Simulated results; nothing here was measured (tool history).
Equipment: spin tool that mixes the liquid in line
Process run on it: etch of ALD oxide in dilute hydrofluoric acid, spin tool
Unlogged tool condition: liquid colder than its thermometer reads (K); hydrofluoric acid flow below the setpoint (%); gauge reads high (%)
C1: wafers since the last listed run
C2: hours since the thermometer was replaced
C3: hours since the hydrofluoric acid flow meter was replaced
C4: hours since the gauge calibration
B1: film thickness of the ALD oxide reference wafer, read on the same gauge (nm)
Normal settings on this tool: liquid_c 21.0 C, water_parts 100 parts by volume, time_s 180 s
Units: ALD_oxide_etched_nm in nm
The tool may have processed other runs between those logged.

run 1 hour=0.0 | liquid_c=21.0 water_parts=130 time_s=180 | C1=0 C2=2269.8 C3=803.5 C4=113.4 | B1=29.98 | ALD_oxide_etched_nm=11.40
run 2 hour=16.2 | liquid_c=21.0 water_parts=100 time_s=180 | C1=106 C2=2286.0 C3=819.7 C4=129.6 | B1=30.00 | ALD_oxide_etched_nm=15.45
run 3 hour=33.8 | liquid_c=21.0 water_parts=100 time_s=180 | C1=116 C2=2303.6 C3=837.3 C4=147.2 | B1=29.97 | ALD_oxide_etched_nm=15.30
run 4 hour=45.9 | liquid_c=21.0 water_parts=100 time_s=180 | C1=79 C2=2315.7 C3=849.4 C4=159.3 | B1=29.99 | ALD_oxide_etched_nm=15.38
run 5 hour=52.8 | liquid_c=21.0 water_parts=100 time_s=180 | C1=45 C2=2322.6 C3=856.3 C4=166.2 | B1=30.00 | ALD_oxide_etched_nm=15.32
run 6 hour=69.7 | liquid_c=21.0 water_parts=100 time_s=180 | C1=111 C2=2339.5 C3=873.2 C4=183.1 | B1=30.01 | ALD_oxide_etched_nm=15.15
run 7 hour=81.4 | liquid_c=21.0 water_parts=100 time_s=180 | C1=77 C2=2351.2 C3=884.9 C4=194.8 | B1=29.99 | ALD_oxide_etched_nm=15.13
run 8 hour=94.6 | liquid_c=21.0 water_parts=100 time_s=180 | C1=87 C2=2364.4 C3=898.1 C4=208.0 | B1=30.01 | ALD_oxide_etched_nm=15.32
-- hour=100.0 gauge calibrated
run 9 hour=105.5 | liquid_c=21.0 water_parts=100 time_s=180 | C1=71 C2=2375.3 C3=909.0 C4=5.5 | B1=29.99 | ALD_oxide_etched_nm=15.21
run 10 hour=112.8 | liquid_c=22.5 water_parts=145 time_s=215 | C1=48 C2=2382.6 C3=916.3 C4=12.8 | B1=30.01 | ALD_oxide_etched_nm=12.54
run 11 hour=126.2 | liquid_c=21.0 water_parts=100 time_s=105 | C1=88 C2=2396.0 C3=929.7 C4=26.2 | B1=29.99 | ALD_oxide_etched_nm=8.87
run 12 hour=134.2 | liquid_c=21.0 water_parts=100 time_s=240 | C1=52 C2=2404.0 C3=937.7 C4=34.2 | B1=30.01 | ALD_oxide_etched_nm=20.09
-- hour=145.3 hydrofluoric acid flow meter replaced
run 13 hour=148.6 | liquid_c=21.0 water_parts=100 time_s=180 | C1=88 C2=2418.4 C3=3.3 C4=48.6 | B1=30.00 | ALD_oxide_etched_nm=17.37
run 14 hour=157.3 | liquid_c=21.0 water_parts=100 time_s=120 | C1=57 C2=2427.1 C3=12.0 C4=57.3 | B1=30.03 | ALD_oxide_etched_nm=11.56
-- hour=161.3 thermometer replaced
run 15 hour=167.4 | liquid_c=21.0 water_parts=55 time_s=180 | C1=59 C2=6.1 C3=22.1 C4=67.4 | B1=29.99 | ALD_oxide_etched_nm=33.24
run 16 hour=178.0 | liquid_c=18.5 water_parts=100 time_s=180 | C1=69 C2=16.7 C3=32.7 C4=78.0 | B1=30.03 | ALD_oxide_etched_nm=15.46
run 17 hour=196.3 | liquid_c=25.0 water_parts=100 time_s=125 | C1=120 C2=35.0 C3=51.0 C4=96.3 | B1=30.01 | ALD_oxide_etched_nm=14.05
run 18 hour=206.5 | liquid_c=17.5 water_parts=100 time_s=260 | C1=67 C2=45.2 C3=61.2 C4=106.5 | B1=30.01 | ALD_oxide_etched_nm=21.46

Here are 4 independent what-if runs from the current tool condition. What would each one return?
run A hour=207.0 | liquid_c=21.0 water_parts=100 time_s=180 | C1=3 C2=45.7 C3=61.7 C4=107.0 | B1=? | ALD_oxide_etched_nm=?
run B hour=207.0 | liquid_c=18.5 water_parts=135 time_s=180 | C1=3 C2=45.7 C3=61.7 C4=107.0 | B1=? | ALD_oxide_etched_nm=?
run C hour=207.0 | liquid_c=21.0 water_parts=115 time_s=180 | C1=3 C2=45.7 C3=61.7 C4=107.0 | B1=? | ALD_oxide_etched_nm=?
run D hour=207.0 | liquid_c=24.0 water_parts=100 time_s=115 | C1=3 C2=45.7 C3=61.7 C4=107.0 | B1=? | ALD_oxide_etched_nm=?

run=A B1=29.98 ALD_oxide_etched_nm=17.20
run=B B1=29.98 ALD_oxide_etched_nm=11.08
run=C B1=29.98 ALD_oxide_etched_nm=14.70
run=D B1=29.98 ALD_oxide_etched_nm=12.39
The same runs, with their run-to-run variation unchanged, on a tool lacking any hidden condition would have given:
run=A ALD_oxide_etched_nm=17.34
run=B ALD_oxide_etched_nm=11.17
run=C ALD_oxide_etched_nm=14.83
run=D ALD_oxide_etched_nm=12.50
